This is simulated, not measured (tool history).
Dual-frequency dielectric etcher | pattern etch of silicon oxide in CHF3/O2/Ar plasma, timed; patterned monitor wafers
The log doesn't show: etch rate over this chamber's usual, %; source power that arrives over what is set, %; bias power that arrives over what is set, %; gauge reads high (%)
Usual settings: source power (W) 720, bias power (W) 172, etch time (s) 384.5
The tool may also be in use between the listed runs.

run	hour	source power (W)	bias power (W)	etch time (s)	wafers since the last listed run	hours since the last wet clean	hours since the last source power generator calibration	hours since the last bias power generator calibration	hours since the last upper electrode change	hours since the gauge calibration	read-back reference wafer on the same gauge, depth_nm	mean etch depth across the wafer (Å)
1	0.0	720	140	384.5	0	360.7	3448.6	3548.3	4220.7	305.9	636.8	6913
# hour 5.9: wet clean of the chamber
2	30.4	720	172	470.5	135	24.5	3479.0	3578.7	4251.1	336.3	637.1	9152
3	42.5	720	172	470.5	67	36.6	3491.1	3590.8	4263.2	348.4	637.6	9156
4	59.3	770	151	384.5	93	53.4	3507.9	3607.6	4280.0	365.2	637.2	7319
5	78.3	720	172	384.5	105	72.4	3526.9	3626.6	4299.0	384.2	636.6	7491
6	168.6	720	172	384.5	501	162.7	3617.2	3716.9	4389.3	474.5	637.1	7436
7	188.4	720	172	384.5	109	182.5	3637.0	3736.7	4409.1	494.3	637.0	7450
8	220.6	720	155	384.5	178	214.7	3669.2	3768.9	4441.3	526.5	637.2	7177
9	237.3	720	155	384.5	92	231.4	3685.9	3785.6	4458.0	543.2	637.0	7159
10	267.4	720	155	384.5	167	261.5	3716.0	3815.7	4488.1	573.3	637.1	7154
11	290.8	720	172	339.5	129	284.9	3739.4	3839.1	4511.5	596.7	637.3	6537
12	303.6	720	172	339.5	71	297.7	3752.2	3851.9	4524.3	609.5	637.3	6527
13	316.1	720	172	339.5	69	310.2	3764.7	3864.4	4536.8	622.0	637.4	6556
# hour 343.9: wet clean of the chamber
14	344.7	720	172	384.5	25	0.8	3793.3	3893.0	4565.4	650.6	636.9	7529
15	373.9	840	131	448.0	162	30.0	3822.5	3922.2	4594.6	679.8	637.3	8469
# hour 388.1: source power generator calibrated
# hour 400.4: bias power generator calibrated
16	409.1	820	140	310.5	150	65.2	21.0	8.7	4629.8	715.0	636.9	5922
17	440.0	610	172	446.5	171	96.1	51.9	39.6	4660.7	745.9	636.7	8171
# hour 455.9: gauge calibrated
18	461.9	720	172	384.5	121	118.0	73.8	61.5	4682.6	6.0	636.9	7476
19	487.4	720	172	384.5	141	143.5	99.3	87.0	4708.1	31.5	637.0	7468
20	517.8	720	172	384.5	168	173.9	129.7	117.4	4738.5	61.9	637.0	7476
# hour 579.5: upper electrode replaced
21	601.3	720	172	384.5	330	257.4	213.2	200.9	21.8	145.4	636.9	7437
22	635.0	570	172	384.5	186	291.1	246.9	234.6	55.5	179.1	637.0	6810
23	657.6	820	172	384.5	125	313.7	269.5	257.2	78.1	201.7	637.0	7794
# hour 697.4: wet clean of the chamber
24	697.9	720	172	384.5	90	0.5	309.8	297.5	118.4	242.0	636.7	7482
25	705.5	720	159	439.5	42	8.1	317.4	305.1	126.0	249.6	637.2	8345
26	739.8	880	134	300.5	190	42.4	351.7	339.4	160.3	283.9	637.1	5791
27	758.6	780	172	384.5	104	61.2	370.5	358.2	179.1	302.7	636.7	7697
28	794.4	840	131	448.0	198	97.0	406.3	394.0	214.9	338.5	636.7	8405

Forecast each of these 4 alternatives for the next run:
A	794.9	720	172	384.5	2	97.5	406.8	394.5	215.4	339.0	?	?
B	794.9	650	172	384.5	2	97.5	406.8	394.5	215.4	339.0	?	?
C	794.9	720	195	426.5	2	97.5	406.8	394.5	215.4	339.0	?	?
D	794.9	860	207	304.0	2	97.5	406.8	394.5	215.4	339.0	?	?

run	read-back reference wafer on the same gauge, depth_nm	mean etch depth across the wafer (Å)
A	636.7	7451
B	636.7	7179
C	636.7	8633
D	636.7	6704
Without the tool's hidden state the same runs would have given:
run	mean etch depth across the wafer (Å)
A	7505
B	7230
C	8696
D	6753

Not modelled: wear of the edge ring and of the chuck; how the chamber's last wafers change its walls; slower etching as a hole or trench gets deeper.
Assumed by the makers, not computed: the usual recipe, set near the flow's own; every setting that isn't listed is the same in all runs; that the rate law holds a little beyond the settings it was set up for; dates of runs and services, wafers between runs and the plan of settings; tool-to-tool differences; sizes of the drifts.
